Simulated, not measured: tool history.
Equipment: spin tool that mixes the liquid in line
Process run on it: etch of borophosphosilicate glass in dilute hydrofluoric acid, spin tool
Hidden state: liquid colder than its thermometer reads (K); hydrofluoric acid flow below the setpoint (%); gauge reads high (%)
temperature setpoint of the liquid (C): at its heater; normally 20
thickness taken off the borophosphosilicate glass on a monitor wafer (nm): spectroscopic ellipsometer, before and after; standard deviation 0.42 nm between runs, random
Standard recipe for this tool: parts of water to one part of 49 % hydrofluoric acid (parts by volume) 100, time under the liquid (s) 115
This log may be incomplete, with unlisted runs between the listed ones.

run	hour	temperature setpoint of the liquid (C)	parts of water to one part of 49 % hydrofluoric acid (parts by volume)	time under the liquid (s)	wafers since the last listed run	hours since the thermometer was replaced	hours since the hydrofluoric acid flow meter was replaced	hours since the gauge calibration	read-back film thickness of the borophosphosilicate glass reference wafer, read on the same gauge (nm)	thickness taken off the borophosphosilicate glass on a monitor wafer (nm)
1	0	20	100	115	0	2182.9	320.2	422.1	70	42.02
2	32.3	20	100	70	200	2215.2	352.5	454.4	69.99	25.98
3	69.5	20	100	70	231	2252.4	389.7	491.6	70	24.92
4	129.5	20	100	70	372	2312.4	449.7	551.6	69.99	25.42
5	180.2	20	100	115	315	2363.1	500.4	602.3	70.02	41.16
6	243.2	20	100	115	391	2426.1	563.4	665.3	70	41.21
7	299.6	20	100	115	350	2482.5	619.8	721.7	70	40.37
8	324.6	20	100	115	155	2507.5	644.8	746.7	70	40.59
# hour 343.9: gauge calibrated
9	370.4	17.5	100	185	284	2553.3	690.6	26.5	69.99	58.5
10	418.6	24.5	75	75	299	2601.5	738.8	74.7	70	43.06
11	486.5	23.5	115	50	422	2669.4	806.7	142.6	70.02	17.1
# hour 537.3: hydrofluoric acid flow meter replaced
# hour 539.5: thermometer replaced
12	540	21.5	75	175	320	0.5	2.7	196.1	70.01	97.15
13	605.6	20	80	115	407	66.1	68.3	261.7	70.01	55.49
14	646.6	20	100	115	254	107.1	109.3	302.7	69.99	43.2
15	717.7	20	135	95	441	178.2	180.4	373.8	70.01	25.04
16	761.6	20	100	115	272	222.1	224.3	417.7	70.03	43.19

Hidden state at the last listed run before each entry between runs and at the first one after, where it differs:
Between runs 8 and 9: gauge calibrated (hour 343.9)
  hydrofluoric acid flow below the setpoint (%): 7.49 -> 7.95
  what was measured, less what the result would be without the hidden state, thickness taken off the borophosphosilicate glass on a monitor wafer (nm): -3.68 -> -5.62
Between runs 11 and 12: hydrofluoric acid flow meter replaced (hour 537.3); thermometer replaced (hour 539.5)
  hydrofluoric acid flow below the setpoint (%): 9.1 -> 1.23
  what was measured, less what the result would be without the hidden state, thickness taken off the borophosphosilicate glass on a monitor wafer (nm): -1.97 -> -1.33
